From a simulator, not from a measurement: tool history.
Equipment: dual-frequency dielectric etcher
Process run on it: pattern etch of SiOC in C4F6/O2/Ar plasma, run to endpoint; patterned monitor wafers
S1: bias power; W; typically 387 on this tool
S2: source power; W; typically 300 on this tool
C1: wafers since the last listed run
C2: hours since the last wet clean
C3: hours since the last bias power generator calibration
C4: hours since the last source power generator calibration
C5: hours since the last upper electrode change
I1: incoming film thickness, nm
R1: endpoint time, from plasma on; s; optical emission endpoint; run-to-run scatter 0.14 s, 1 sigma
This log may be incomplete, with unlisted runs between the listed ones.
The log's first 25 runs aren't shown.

| run | hour | S1 | S2 | C1 | C2 | C3 | C4 | C5 | I1 | R1 |
|---|---|---|---|---|---|---|---|---|---|---|
| 26 | 2245 | 387 | 370 | 867 | 145.4 | 295.6 | 205.9 | 1157 | 46.3 | 16.2 |
| 27 | 2314.4 | 387 | 300 | 1326 | 214.8 | 365 | 275.3 | 1226.4 | 46.13 | 16.7 |
| 28 | 2381.5 | 387 | 370 | 1282 | 281.9 | 432.1 | 342.4 | 1293.5 | 46.47 | 16 |
| 29 | 2441.8 | 387 | 300 | 1152 | 342.2 | 492.4 | 402.7 | 1353.8 | 45.84 | 16.9 |
| 30 | 2545 | 387 | 330 | 1972 | 445.4 | 595.6 | 505.9 | 1457 | 46.47 | 16.3 |
| 31 | 2599.8 | 387 | 300 | 1047 | 500.2 | 650.4 | 560.7 | 1511.8 | 46.26 | 16.5 |
| 32 | 2836.1 | 387 | 260 | 4516 | 736.5 | 886.7 | 797 | 1748.1 | 46.06 | 16.8 |
|  | 2892.6 | wet clean of the chamber |
| 33 | 2925 | 327 | 240 | 1240 | 32.4 | 975.6 | 885.9 | 1837 | 46.11 | 20 |
| 34 | 3002.3 | 387 | 270 | 1477 | 109.7 | 1052.9 | 963.2 | 1914.3 | 46.26 | 17.4 |
| 35 | 3093.7 | 387 | 300 | 1747 | 201.1 | 1144.3 | 1054.6 | 2005.7 | 46.2 | 16.8 |

Alternative continuations, all from the tool just after run 35; predict every row:
| A | 3094.1 | 387 | 300 | 7 | 201.5 | 1144.7 | 1055 | 2006.1 | 46.45 | ? |
| B | 3094.1 | 464 | 330 | 7 | 201.5 | 1144.7 | 1055 | 2006.1 | 46.45 | ? |
| C | 3094.1 | 340 | 230 | 7 | 201.5 | 1144.7 | 1055 | 2006.1 | 46.45 | ? |
| D | 3094.1 | 456 | 270 | 7 | 201.5 | 1144.7 | 1055 | 2006.1 | 46.45 | ? |

| run | R1 |
|---|---|
| A | 17.1 |
| B | 15.1 |
| C | 19.7 |
| D | 16.1 |
Had the tool no hidden state, the same runs would have come out as:
| run | R1 |
|---|---|
| A | 17.3 |
| B | 15.3 |
| C | 20 |
| D | 16.3 |
